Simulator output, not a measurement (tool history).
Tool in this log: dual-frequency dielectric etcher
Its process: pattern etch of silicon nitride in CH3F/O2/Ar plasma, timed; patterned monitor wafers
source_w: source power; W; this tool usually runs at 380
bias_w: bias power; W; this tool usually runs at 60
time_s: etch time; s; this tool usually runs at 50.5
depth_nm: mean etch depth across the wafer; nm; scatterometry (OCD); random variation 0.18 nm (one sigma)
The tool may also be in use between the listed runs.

run,hour,source_w,bias_w,time_s,wafers since the last listed run,hours since the last wet clean,hours since the last source power generator calibration,hours since the last bias power generator calibration,hours since the last upper electrode change,hours since the gauge calibration,"read-back reference wafer on the same gauge, depth_nm",depth_nm
1,0.0,380,60,50.5,0,18.5,2927.6,3450.6,2145.1,814.7,43.40,36.20
2,166.3,380,60,50.5,2360,184.8,3093.9,3616.9,2311.4,981.0,43.38,36.32
3,197.3,380,60,50.5,439,215.8,3124.9,3647.9,2342.4,1012.0,43.34,36.42
4,239.6,380,60,50.5,600,258.1,3167.2,3690.2,2384.7,1054.3,43.43,36.18
5,290.8,380,60,50.5,726,309.3,3218.4,3741.4,2435.9,1105.5,43.40,36.47
# hour 353.0: wet clean of the chamber
6,353.5,380,60,50.5,549,0.5,3281.1,3804.1,2498.6,1168.2,43.36,36.09
7,401.8,380,60,50.5,685,48.8,3329.4,3852.4,2546.9,1216.5,43.42,36.09
8,459.4,380,60,50.5,817,106.4,3387.0,3910.0,2604.5,1274.1,43.41,36.23
9,514.7,380,55,45.0,784,161.7,3442.3,3965.3,2659.8,1329.4,43.39,31.33
10,579.9,380,55,45.0,925,226.9,3507.5,4030.5,2725.0,1394.6,43.39,31.56
11,633.0,380,55,45.0,753,280.0,3560.6,4083.6,2778.1,1447.7,43.45,31.41
# hour 717.9: wet clean of the chamber
# hour 734.8: bias power generator calibrated
12,798.9,410,60,61.5,1957,81.0,3726.5,64.1,2944.0,1613.6,43.36,45.12
# hour 953.6: upper electrode replaced
13,954.8,380,60,50.5,1872,236.9,3882.4,220.0,1.2,1769.5,43.49,35.98
14,1014.3,380,60,50.5,844,296.4,3941.9,279.5,60.7,1829.0,43.46,36.38
15,1067.1,380,60,50.5,749,349.2,3994.7,332.3,113.5,1881.8,43.38,36.45
# hour 1106.3: wet clean of the chamber
# hour 1109.8: source power generator calibrated
16,1136.0,320,60,59.0,587,29.7,26.2,401.2,182.4,1950.7,43.49,40.68
17,1202.2,320,55,50.5,939,95.9,92.4,467.4,248.6,2016.9,43.37,33.94
18,1227.3,380,69,50.5,356,121.0,117.5,492.5,273.7,2042.0,43.37,37.81
# hour 1258.5: gauge calibrated
19,1282.0,380,60,50.5,776,175.7,172.2,547.2,328.4,23.5,43.41,36.35
20,1347.7,440,49,44.0,932,241.4,237.9,612.9,394.1,89.2,43.34,30.89
21,1379.3,410,60,61.5,448,273.0,269.5,644.5,425.7,120.8,43.39,45.08
22,1406.3,380,49,50.5,383,300.0,296.5,671.5,452.7,147.8,43.36,34.06
23,1440.1,380,48,45.5,479,333.8,330.3,705.3,486.5,181.6,43.44,30.36
# hour 1504.5: wet clean of the chamber
24,1505.0,320,60,39.5,580,0.5,395.2,770.2,551.4,246.5,43.40,27.18
25,1560.5,380,65,50.5,787,56.0,450.7,825.7,606.9,302.0,43.37,37.00
26,1621.1,380,50,50.5,860,116.6,511.3,886.3,667.5,362.6,43.32,34.37
27,1657.3,300,60,50.5,513,152.8,547.5,922.5,703.7,398.8,43.37,33.90
28,1684.3,310,54,46.0,383,179.8,574.5,949.5,730.7,425.8,43.33,30.36
29,1725.6,380,60,50.5,586,221.1,615.8,990.8,772.0,467.1,43.42,36.24

Hidden condition of the tool, last listed run before each entry between runs versus first listed run after:
In the gap between runs 5 and 6: wet clean of the chamber (hour 353.0)
  both runs share identical hidden conditions
In the gap between runs 11 and 12: wet clean of the chamber (hour 717.9); bias power generator calibrated (hour 734.8)
  both runs share identical hidden conditions
In the gap between runs 12 and 13: upper electrode replaced (hour 953.6)
  both runs share identical hidden conditions
In the gap between runs 15 and 16: wet clean of the chamber (hour 1106.3); source power generator calibrated (hour 1109.8)
  both runs share identical hidden conditions
In the gap between runs 18 and 19: gauge calibrated (hour 1258.5)
  both runs share identical hidden conditions
In the gap between runs 23 and 24: wet clean of the chamber (hour 1504.5)
  both runs share identical hidden conditions

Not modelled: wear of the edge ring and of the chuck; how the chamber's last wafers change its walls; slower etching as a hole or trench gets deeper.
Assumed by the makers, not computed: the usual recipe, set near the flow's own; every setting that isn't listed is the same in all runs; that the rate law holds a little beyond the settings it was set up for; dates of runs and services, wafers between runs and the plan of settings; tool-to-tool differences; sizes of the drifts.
